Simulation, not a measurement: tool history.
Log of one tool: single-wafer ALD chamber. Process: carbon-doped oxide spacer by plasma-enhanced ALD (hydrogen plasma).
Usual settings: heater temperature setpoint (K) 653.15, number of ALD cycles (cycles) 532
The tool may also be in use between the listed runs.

run   hour  heater temperature setpoint (K)  number of ALD cycles (cycles)  wafers since the last listed run  hours since the last thermocouple change  hours since the gauge calibration  read-back reference wafer on the same gauge, thickness_nm  mean film thickness on the monitor wafer (angstrom)
  1    0.0                           653.15                            532                                 0                                    1564.2                              294.6                                                     34.777                                               300.34
  2   18.4                           653.15                            532                                11                                    1582.6                              313.0                                                     34.817                                               299.94
  3   40.9                           653.15                            532                                13                                    1605.1                              335.5                                                     34.779                                               300.63
  4   58.9                           653.15                            532                                11                                    1623.1                              353.5                                                     34.823                                               299.64
  5   83.0                           649.15                            532                                14                                    1647.2                              377.6                                                     34.786                                               298.75
     105.6  -- gauge calibrated
  6  118.3                           649.15                            532                                21                                    1682.5                               12.7                                                     34.368                                               297.49
  7  135.0                           649.15                            532                                10                                    1699.2                               29.4                                                     34.516                                               297.59
     157.2  -- thermocouple changed; heater temperature recalibrated
  8  170.1                           653.15                            532                                16                                      12.9                               64.5                                                     34.572                                               298.37
  9  197.7                           649.15                            451                                17                                      40.5                               92.1                                                     34.646                                               252.93
 10  231.0                           653.15                            492                                20                                      73.8                              125.4                                                     34.707                                               277.13
 11  253.4                           653.15                            492                                13                                      96.2                              147.8                                                     34.734                                               276.03
 12  277.1                           649.15                            631                                14                                     119.9                              171.5                                                     34.791                                               354.86
 13  296.3                           647.15                            532                                11                                     139.1                              190.7                                                     34.771                                               300.08
 14  318.6                           653.15                            609                                13                                     161.4                              213.0                                                     34.788                                               344.09
 15  341.3                           653.15                            532                                14                                     184.1                              235.7                                                     34.806                                               300.96

Hidden state at the last listed run before each entry between runs and at the first one after, where it differs:
Between runs 5 and 6: gauge calibrated (hour 105.6)
  gauge reads high (%): 1.48 -> 0.337
  difference, measured minus the result without the unlogged condition, mean film thickness on the monitor wafer (angstrom): +4.36 -> +1.00
Between runs 7 and 8: thermocouple changed; heater temperature recalibrated (hour 157.2)
  gauge reads high (%): 0.514 -> 0.816
  difference, measured minus the result without the unlogged condition, mean film thickness on the monitor wafer (angstrom): +1.52 -> +2.42

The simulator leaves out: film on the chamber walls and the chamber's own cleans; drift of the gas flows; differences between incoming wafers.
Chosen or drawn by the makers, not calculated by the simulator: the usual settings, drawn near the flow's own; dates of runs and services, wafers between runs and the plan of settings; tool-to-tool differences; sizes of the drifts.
